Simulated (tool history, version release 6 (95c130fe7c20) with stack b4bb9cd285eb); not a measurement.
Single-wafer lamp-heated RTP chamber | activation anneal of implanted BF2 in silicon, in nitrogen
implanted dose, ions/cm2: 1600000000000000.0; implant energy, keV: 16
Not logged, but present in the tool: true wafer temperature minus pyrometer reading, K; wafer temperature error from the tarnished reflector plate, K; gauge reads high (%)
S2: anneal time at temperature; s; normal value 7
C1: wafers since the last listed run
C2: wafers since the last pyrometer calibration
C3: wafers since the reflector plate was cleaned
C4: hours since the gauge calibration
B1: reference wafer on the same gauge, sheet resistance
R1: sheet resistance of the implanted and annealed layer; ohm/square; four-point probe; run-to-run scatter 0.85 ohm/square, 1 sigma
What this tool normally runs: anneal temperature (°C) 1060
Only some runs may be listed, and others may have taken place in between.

{"run": 1, "hour": 0.0, "anneal temperature (°C)": 1060, "S2": 7, "C1": 0, "C2": 6137, "C3": 4769, "C4": 929.4, "B1": 176.69, "R1": 152.72}
{"hour": 84.4, "done": "pyrometer window cleaned and pyrometer calibrated"}
{"run": 2, "hour": 198.3, "anneal temperature (°C)": 1060, "S2": 7, "C1": 4485, "C2": 2683, "C3": 9255, "C4": 1127.7, "B1": 176.86, "R1": 150.96}
{"run": 3, "hour": 231.9, "anneal temperature (°C)": 1060, "S2": 7, "C1": 791, "C2": 3475, "C3": 10047, "C4": 1161.3, "B1": 177.44, "R1": 150.18}
{"hour": 251.3, "done": "reflector plate cleaned"}
{"run": 4, "hour": 264.8, "anneal temperature (°C)": 1060, "S2": 7, "C1": 586, "C2": 4062, "C3": 318, "C4": 1194.2, "B1": 176.9, "R1": 146.95}
{"run": 5, "hour": 294.7, "anneal temperature (°C)": 1060, "S2": 7, "C1": 704, "C2": 4767, "C3": 1023, "C4": 1224.1, "B1": 176.93, "R1": 146.01}
{"run": 6, "hour": 338.4, "anneal temperature (°C)": 1060, "S2": 7, "C1": 1030, "C2": 5797, "C3": 2053, "C4": 1267.8, "B1": 176.97, "R1": 145.4}
{"run": 7, "hour": 406.2, "anneal temperature (°C)": 1060, "S2": 7, "C1": 1598, "C2": 7395, "C3": 3651, "C4": 1335.6, "B1": 177.38, "R1": 144.72}
{"run": 8, "hour": 436.0, "anneal temperature (°C)": 1060, "S2": 6, "C1": 702, "C2": 8098, "C3": 4354, "C4": 1365.4, "B1": 176.88, "R1": 148.97}
{"run": 9, "hour": 473.9, "anneal temperature (°C)": 1060, "S2": 6, "C1": 893, "C2": 8991, "C3": 5247, "C4": 1403.3, "B1": 177.05, "R1": 149.82}
{"hour": 509.1, "done": "pyrometer window cleaned and pyrometer calibrated"}
{"hour": 537.3, "done": "reflector plate cleaned, repeated, since the last time left the tool worse"}
{"run": 10, "hour": 544.1, "anneal temperature (°C)": 1060, "S2": 9, "C1": 1277, "C2": 635, "C3": 159, "C4": 1473.5, "B1": 177.31, "R1": 147.27}
{"run": 11, "hour": 579.0, "anneal temperature (°C)": 1060, "S2": 9, "C1": 822, "C2": 1458, "C3": 982, "C4": 1508.4, "B1": 177.2, "R1": 145.09}
{"run": 12, "hour": 630.8, "anneal temperature (°C)": 1052, "S2": 7, "C1": 1220, "C2": 2679, "C3": 2203, "C4": 1560.2, "B1": 176.93, "R1": 163.05}
{"run": 13, "hour": 683.4, "anneal temperature (°C)": 1060, "S2": 7, "C1": 1239, "C2": 3919, "C3": 3443, "C4": 1612.8, "B1": 177.27, "R1": 151.71}
{"run": 14, "hour": 718.4, "anneal temperature (°C)": 1060, "S2": 7, "C1": 824, "C2": 4744, "C3": 4267, "C4": 1647.8, "B1": 176.86, "R1": 151.97}
{"hour": 758.8, "done": "gauge calibrated"}
{"run": 15, "hour": 769.7, "anneal temperature (°C)": 1060, "S2": 7, "C1": 1209, "C2": 5953, "C3": 5477, "C4": 10.9, "B1": 177.34, "R1": 151.11}
{"run": 16, "hour": 797.9, "anneal temperature (°C)": 1060, "S2": 7, "C1": 664, "C2": 6617, "C3": 6141, "C4": 39.1, "B1": 176.63, "R1": 151.27}
{"run": 17, "hour": 857.1, "anneal temperature (°C)": 1060, "S2": 7, "C1": 1395, "C2": 8013, "C3": 7537, "C4": 98.3, "B1": 176.72, "R1": 151.64}
{"hour": 871.1, "done": "pyrometer window cleaned and pyrometer calibrated"}
{"run": 18, "hour": 919.4, "anneal temperature (°C)": 1038, "S2": 10, "C1": 1279, "C2": 1139, "C3": 8817, "C4": 160.6, "B1": 177.09, "R1": 163.94}
{"hour": 956.0, "done": "reflector plate cleaned"}
{"run": 19, "hour": 974.3, "anneal temperature (°C)": 1060, "S2": 7, "C1": 1105, "C2": 2244, "C3": 431, "C4": 215.5, "B1": 177.28, "R1": 154.94}
{"run": 20, "hour": 1038.9, "anneal temperature (°C)": 1033, "S2": 3, "C1": 1522, "C2": 3767, "C3": 1953, "C4": 280.1, "B1": 177.27, "R1": 211.21}
{"run": 21, "hour": 1070.0, "anneal temperature (°C)": 1035, "S2": 4, "C1": 733, "C2": 4500, "C3": 2687, "C4": 311.2, "B1": 176.97, "R1": 200.11}
{"run": 22, "hour": 1133.1, "anneal temperature (°C)": 1052, "S2": 10, "C1": 1487, "C2": 5987, "C3": 4174, "C4": 374.3, "B1": 176.67, "R1": 149.37}
{"run": 23, "hour": 1169.9, "anneal temperature (°C)": 1060, "S2": 7, "C1": 867, "C2": 6855, "C3": 5041, "C4": 411.1, "B1": 177.08, "R1": 151.85}
{"hour": 1213.7, "done": "pyrometer window cleaned and pyrometer calibrated"}
{"run": 24, "hour": 1216.0, "anneal temperature (°C)": 1033, "S2": 3, "C1": 898, "C2": 55, "C3": 5939, "C4": 457.2, "B1": 177.05, "R1": 213.33}
{"run": 25, "hour": 1286.9, "anneal temperature (°C)": 1060, "S2": 5, "C1": 1671, "C2": 1726, "C3": 7610, "C4": 528.1, "B1": 176.79, "R1": 161.93}
{"run": 26, "hour": 1350.4, "anneal temperature (°C)": 1034, "S2": 11, "C1": 1496, "C2": 3223, "C3": 9107, "C4": 591.6, "B1": 177.44, "R1": 163.76}
{"hour": 1364.5, "done": "reflector plate cleaned"}
{"run": 27, "hour": 1402.5, "anneal temperature (°C)": 1085, "S2": 6, "C1": 1039, "C2": 4262, "C3": 894, "C4": 643.7, "B1": 176.64, "R1": 133.57}
{"run": 28, "hour": 1453.3, "anneal temperature (°C)": 1087, "S2": 7, "C1": 1197, "C2": 5460, "C3": 2092, "C4": 694.5, "B1": 176.79, "R1": 127.66}
{"run": 29, "hour": 1496.9, "anneal temperature (°C)": 1051, "S2": 10, "C1": 1027, "C2": 6487, "C3": 3120, "C4": 738.1, "B1": 176.66, "R1": 151.49}
{"run": 30, "hour": 1544.5, "anneal temperature (°C)": 1085, "S2": 10, "C1": 1121, "C2": 7609, "C3": 4242, "C4": 785.7, "B1": 176.98, "R1": 119.08}
{"run": 31, "hour": 1590.7, "anneal temperature (°C)": 1036, "S2": 7, "C1": 1088, "C2": 8698, "C3": 5330, "C4": 831.9, "B1": 176.74, "R1": 179.68}
{"hour": 1636.5, "done": "pyrometer window cleaned and pyrometer calibrated"}
{"run": 32, "hour": 1645.8, "anneal temperature (°C)": 1083, "S2": 10, "C1": 1110, "C2": 218, "C3": 6441, "C4": 887.0, "B1": 176.74, "R1": 121.82}
{"run": 33, "hour": 1704.8, "anneal temperature (°C)": 1042, "S2": 5, "C1": 1390, "C2": 1608, "C3": 7831, "C4": 946.0, "B1": 176.91, "R1": 183.69}
{"hour": 1736.7, "done": "reflector plate cleaned"}
{"run": 34, "hour": 1764.0, "anneal temperature (°C)": 1084, "S2": 5, "C1": 1206, "C2": 2815, "C3": 644, "C4": 1005.2, "B1": 176.66, "R1": 138.54}
{"run": 35, "hour": 1831.9, "anneal temperature (°C)": 1083, "S2": 5, "C1": 1600, "C2": 4416, "C3": 2244, "C4": 1073.1, "B1": 177.28, "R1": 139.25}

Below are 5 alternative next runs, each starting from the tool's condition after run 35. Predict each:
{"run": "A", "hour": 1832.3, "anneal temperature (°C)": 1060, "S2": 7, "C1": 9, "C2": 4425, "C3": 2253, "C4": 1073.5, "B1": "?", "R1": "?"}
{"run": "B", "hour": 1832.3, "anneal temperature (°C)": 1030, "S2": 7, "C1": 9, "C2": 4425, "C3": 2253, "C4": 1073.5, "B1": "?", "R1": "?"}
{"run": "C", "hour": 1832.3, "anneal temperature (°C)": 1031, "S2": 3, "C1": 9, "C2": 4425, "C3": 2253, "C4": 1073.5, "B1": "?", "R1": "?"}
{"run": "D", "hour": 1832.3, "anneal temperature (°C)": 1068, "S2": 11, "C1": 9, "C2": 4425, "C3": 2253, "C4": 1073.5, "B1": "?", "R1": "?"}
{"run": "E", "hour": 1832.3, "anneal temperature (°C)": 1044, "S2": 5, "C1": 9, "C2": 4425, "C3": 2253, "C4": 1073.5, "B1": "?", "R1": "?"}

run=A B1=177.32 R1=152.78
run=B B1=177.32 R1=190.17
run=C B1=177.32 R1=215.71
run=D B1=177.32 R1=132.06
run=E B1=177.32 R1=182.86
The same runs, with their run-to-run variation unchanged, on a tool lacking any hidden condition would have given:
run=A R1=154.48
run=B R1=192.60
run=C R1=217.73
run=D R1=133.46
run=E R1=184.99
